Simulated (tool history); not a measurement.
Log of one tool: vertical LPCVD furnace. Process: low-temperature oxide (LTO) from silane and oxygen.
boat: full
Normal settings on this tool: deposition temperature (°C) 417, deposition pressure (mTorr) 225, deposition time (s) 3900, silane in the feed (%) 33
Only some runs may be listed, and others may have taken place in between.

run,hour,deposition temperature (°C),deposition pressure (mTorr),deposition time (s),silane in the feed (%),"read-back reference wafer on the same gauge, thickness",film thickness on the monitor wafer in the middle of the boat (angstrom)
1,0,426,225,3900,33,655.94,6326
2,40,426,225,3900,33,654.95,6316.8
3,107.3,426,225,3900,33,656.02,6272.2
4,148.9,426,225,3900,37,654.98,7223.1
5,217.9,426,225,3900,37,654.91,7304.6
6,319.3,426,225,3900,37,654.76,7312.4
7,418.3,417,225,3900,33,656.39,5725.6
# hour 478.3: thermocouples replaced and temperature profile calibrated
8,478.8,409,225,3900,33,655.1,5270.2
9,491.7,409,225,3900,33,654.74,5252.3
10,538.8,409,225,3900,33,656.34,5266.3
# hour 580.2: gauge calibrated
11,632.4,417,225,4920,27,653.89,5425.9
12,677.8,426,225,3900,37,654.96,7279.2
13,774.2,417,280,3900,29,653.24,6019.5
# hour 843.1: pressure gauge zeroed
14,848,426,225,3900,37,654.41,7301.1
15,924.6,417,225,3900,33,655.35,5739.4
16,1020,417,225,3900,33,655.54,5744.2
# hour 1092.9: silane flow controller replaced
17,1110.6,417,195,2670,33,655.14,3409.1
18,1148.2,417,255,3900,33,653.92,6453.5
19,1214.3,417,190,3900,38,655.57,5814.3
20,1526.6,417,260,3330,28,655.34,4518.2

Each row is a separate what-if for the run after 20, all from the same tool condition, not one after another. Results?
A,1531.1,414,225,3900,33,?,?
B,1531.1,417,185,4470,37,?,?
C,1531.1,407,250,3240,37,?,?
D,1531.1,428,200,2670,27,?,?

run,"read-back reference wafer on the same gauge, thickness",film thickness on the monitor wafer in the middle of the boat (angstrom)
A,653.99,5524.5
B,653.99,6232.5
C,653.99,5481.2
D,653.99,2955.8
Had the tool no hidden state, the same runs would have come out as:
run,film thickness on the monitor wafer in the middle of the boat (angstrom)
A,5524.5
B,6232.5
C,5481.2
D,2955.8
